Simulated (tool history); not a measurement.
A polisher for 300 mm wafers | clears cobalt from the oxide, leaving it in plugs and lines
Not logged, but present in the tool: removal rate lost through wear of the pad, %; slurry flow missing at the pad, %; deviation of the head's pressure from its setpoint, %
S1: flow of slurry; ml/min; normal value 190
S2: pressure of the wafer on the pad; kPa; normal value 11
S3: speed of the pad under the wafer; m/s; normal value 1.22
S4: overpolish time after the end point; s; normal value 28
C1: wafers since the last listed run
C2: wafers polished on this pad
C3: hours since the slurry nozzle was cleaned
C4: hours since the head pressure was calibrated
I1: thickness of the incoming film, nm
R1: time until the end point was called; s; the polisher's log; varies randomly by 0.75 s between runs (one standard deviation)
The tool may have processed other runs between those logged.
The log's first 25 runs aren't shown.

run 26 hour=1383 | S1=160 S2=11 S3=1.54 S4=28 | C1=1514 C2=1819 C3=328.3 C4=553.6 | I1=372 | R1=56
run 27 hour=1427.2 | S1=190 S2=11 S3=1.22 S4=28 | C1=344 C2=2163 C3=372.5 C4=597.8 | I1=378 | R1=70.8
-- hour=1429.1 slurry nozzle cleaned
run 28 hour=1455.2 | S1=190 S2=13.8 S3=1.22 S4=38 | C1=210 C2=2374 C3=26.1 C4=625.8 | I1=379.6 | R1=57.4
-- hour=1493.5 worn pad replaced by a new one
run 29 hour=1513.3 | S1=190 S2=11 S3=1.22 S4=28 | C1=421 C2=154 C3=84.2 C4=683.9 | I1=384.4 | R1=70.4
run 30 hour=1540.6 | S1=240 S2=11 S3=1.36 S4=28 | C1=212 C2=367 C3=111.5 C4=711.2 | I1=371.7 | R1=59.8
run 31 hour=1581.2 | S1=210 S2=11 S3=1.5 S4=19 | C1=316 C2=683 C3=152.1 C4=751.8 | I1=379.5 | R1=58.1
run 32 hour=1641.2 | S1=190 S2=11 S3=1.22 S4=28 | C1=467 C2=1151 C3=212.1 C4=811.8 | I1=373 | R1=73
-- hour=1678.2 head pressure recalibrated
run 33 hour=1679 | S1=190 S2=11 S3=1.22 S4=19 | C1=279 C2=1430 C3=249.9 C4=0.8 | I1=379.5 | R1=67.6
run 34 hour=1732 | S1=150 S2=11 S3=1.6 S4=43 | C1=413 C2=1844 C3=302.9 C4=53.8 | I1=382.3 | R1=55.3
run 35 hour=1763.8 | S1=190 S2=11 S3=1.22 S4=28 | C1=247 C2=2091 C3=334.7 C4=85.6 | I1=377.1 | R1=67.9

Alternative continuations, all from the tool just after run 35; predict every row:
run A hour=1764.3 | S1=190 S2=11 S3=1.22 S4=28 | C1=3 C2=2095 C3=335.2 C4=86.1 | I1=381.3 | R1=?
run B hour=1764.3 | S1=230 S2=14.5 S3=1.5 S4=28 | C1=3 C2=2095 C3=335.2 C4=86.1 | I1=381.3 | R1=?
run C hour=1764.3 | S1=190 S2=11 S3=1.22 S4=40 | C1=3 C2=2095 C3=335.2 C4=86.1 | I1=381.3 | R1=?

run=A R1=68.4
run=B R1=41.6
run=C R1=68.4
Had the tool no hidden state, the same runs would have come out as:
run=A R1=62
run=B R1=37.7
run=C R1=62
